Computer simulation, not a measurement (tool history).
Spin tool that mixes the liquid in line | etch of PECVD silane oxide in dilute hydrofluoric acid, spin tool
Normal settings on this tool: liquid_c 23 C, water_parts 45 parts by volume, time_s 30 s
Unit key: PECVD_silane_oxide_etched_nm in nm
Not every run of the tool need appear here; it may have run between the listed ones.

| run | hour | liquid_c | water_parts | time_s | wafers since the last listed run | hours since the thermometer was replaced | hours since the hydrofluoric acid flow meter was replaced | hours since the gauge calibration | read-back film thickness of the PECVD silane oxide reference wafer, read on the same gauge (nm) | PECVD_silane_oxide_etched_nm |
|---|---|---|---|---|---|---|---|---|---|---|
| 1 | 0 | 23 | 45 | 30 | 0 | 2123.9 | 518.8 | 45.4 | 50.01 | 33.37 |
| 2 | 13.8 | 23 | 45 | 30 | 266 | 2137.7 | 532.6 | 59.2 | 50.02 | 33.05 |
| 3 | 26 | 25.5 | 45 | 30 | 235 | 2149.9 | 544.8 | 71.4 | 50.01 | 36.73 |
| 4 | 42.6 | 25.5 | 45 | 30 | 321 | 2166.5 | 561.4 | 88 | 50.01 | 36.41 |
| 5 | 50.8 | 23 | 45 | 40 | 158 | 2174.7 | 569.6 | 96.2 | 50 | 43.23 |
| 6 | 64.9 | 23 | 45 | 20 | 272 | 2188.8 | 583.7 | 110.3 | 50.02 | 21.91 |
|  | 69.4 | gauge calibrated |
|  | 78 | thermometer replaced |
| 7 | 82.7 | 23 | 45 | 20 | 324 | 4.7 | 601.5 | 13.3 | 49.96 | 22.18 |
| 8 | 91.4 | 20 | 45 | 30 | 168 | 13.4 | 610.2 | 22 | 50.03 | 29.3 |
| 9 | 98.4 | 21.5 | 50 | 35 | 135 | 20.4 | 617.2 | 29 | 50.02 | 32.65 |
| 10 | 108.5 | 26 | 60 | 15 | 195 | 30.5 | 627.3 | 39.1 | 50.01 | 13.76 |
| 11 | 120.9 | 23 | 65 | 15 | 239 | 42.9 | 639.7 | 51.5 | 50.03 | 11.17 |
|  | 133.9 | hydrofluoric acid flow meter replaced |
| 12 | 145.7 | 23 | 45 | 30 | 460 | 67.7 | 11.8 | 76.3 | 49.98 | 33.36 |
| 13 | 159.8 | 26 | 55 | 40 | 272 | 81.8 | 25.9 | 90.4 | 50.03 | 40.54 |
| 14 | 176 | 24.5 | 55 | 20 | 313 | 98 | 42.1 | 106.6 | 49.97 | 18.77 |

Consider 4 possible next runs. They are alternatives, not a sequence: every one starts from the tool as it was left by run 14. What does each give?
| A | 176.4 | 23 | 45 | 30 | 7 | 98.4 | 42.5 | 107 | ? | ? |
| B | 176.4 | 20 | 40 | 45 | 7 | 98.4 | 42.5 | 107 | ? | ? |
| C | 176.4 | 26 | 30 | 45 | 7 | 98.4 | 42.5 | 107 | ? | ? |
| D | 176.4 | 20 | 35 | 20 | 7 | 98.4 | 42.5 | 107 | ? | ? |

| run | read-back film thickness of the PECVD silane oxide reference wafer, read on the same gauge (nm) | PECVD_silane_oxide_etched_nm |
|---|---|---|
| A | 50.04 | 33.11 |
| B | 50.04 | 49.54 |
| C | 50.04 | 86.09 |
| D | 50.04 | 25.31 |
Had the tool no hidden state, the same runs would have come out as:
| run | PECVD_silane_oxide_etched_nm |
|---|---|
| A | 33.11 |
| B | 49.54 |
| C | 86.09 |
| D | 25.31 |
